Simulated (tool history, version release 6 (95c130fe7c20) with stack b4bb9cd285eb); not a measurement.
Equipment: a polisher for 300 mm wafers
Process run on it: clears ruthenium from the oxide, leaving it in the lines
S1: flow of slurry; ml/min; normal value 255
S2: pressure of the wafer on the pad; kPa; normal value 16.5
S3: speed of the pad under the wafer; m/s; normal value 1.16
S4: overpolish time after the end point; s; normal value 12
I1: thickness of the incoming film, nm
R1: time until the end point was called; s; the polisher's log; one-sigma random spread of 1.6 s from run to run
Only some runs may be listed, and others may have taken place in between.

run 1 hour=0 | S1=255 S2=16.5 S3=1.16 S4=14 | I1=104 | R1=85.7
run 2 hour=27.7 | S1=255 S2=16.5 S3=1.16 S4=14 | I1=106.3 | R1=90.9
run 3 hour=56.9 | S1=255 S2=17.9 S3=1.16 S4=12 | I1=106.8 | R1=84.2
run 4 hour=73.6 | S1=255 S2=16.5 S3=1.26 S4=9 | I1=104.9 | R1=81.4
run 5 hour=92.2 | S1=255 S2=16.5 S3=1.26 S4=9 | I1=103.6 | R1=79.5
run 6 hour=110.8 | S1=255 S2=16.5 S3=1.16 S4=12 | I1=104.8 | R1=87.1
-- hour=119.2 worn pad replaced by a new one, of another model than before
run 7 hour=145.3 | S1=255 S2=16.5 S3=1.16 S4=12 | I1=106.6 | R1=85.7
run 8 hour=163.7 | S1=255 S2=16.5 S3=1.16 S4=12 | I1=105.3 | R1=83.9
run 9 hour=185.9 | S1=255 S2=16.5 S3=1.16 S4=17 | I1=103.2 | R1=83.3
run 10 hour=210 | S1=255 S2=16.5 S3=1.16 S4=12 | I1=104 | R1=85.9
-- hour=232.3 worn pad replaced by a new one
run 11 hour=239.1 | S1=220 S2=16.5 S3=0.88 S4=12 | I1=104.7 | R1=106.3
run 12 hour=259.2 | S1=255 S2=16.5 S3=1.28 S4=12 | I1=105 | R1=79.4
-- hour=279.3 slurry nozzle cleaned
run 13 hour=280 | S1=220 S2=16.5 S3=0.88 S4=12 | I1=105.6 | R1=102.7
-- hour=298.9 head pressure recalibrated
run 14 hour=315.8 | S1=255 S2=14.5 S3=1.16 S4=12 | I1=106.4 | R1=87.4
run 15 hour=336.1 | S1=340 S2=16.5 S3=1.02 S4=6 | I1=104.1 | R1=86.5
-- hour=349 worn pad replaced by a new one
run 16 hour=361.4 | S1=170 S2=16.5 S3=1.16 S4=6 | I1=103.3 | R1=84
run 17 hour=386 | S1=255 S2=16.5 S3=1.16 S4=8 | I1=104 | R1=81.6
run 18 hour=483.1 | S1=200 S2=12.4 S3=1.54 S4=12 | I1=106.1 | R1=78.7

Each row is a separate what-if for the run after 18, all from the same tool condition, not one after another. Results?
run A hour=483.5 | S1=255 S2=16.5 S3=0.8 S4=12 | I1=105.5 | R1=?
run B hour=483.5 | S1=220 S2=16.5 S3=1.16 S4=12 | I1=105.5 | R1=?
run C hour=483.5 | S1=165 S2=16.5 S3=0.98 S4=14 | I1=105.5 | R1=?
run D hour=483.5 | S1=255 S2=13.1 S3=0.76 S4=12 | I1=105.5 | R1=?
run E hour=483.5 | S1=210 S2=14.5 S3=1.16 S4=12 | I1=105.5 | R1=?

run=A R1=106.5
run=B R1=83.5
run=C R1=96.7
run=D R1=125.4
run=E R1=90.5
Without the tool's hidden state the same runs would have given:
run=A R1=105.2
run=B R1=82.5
run=C R1=95.6
run=D R1=124
run=E R1=89.5
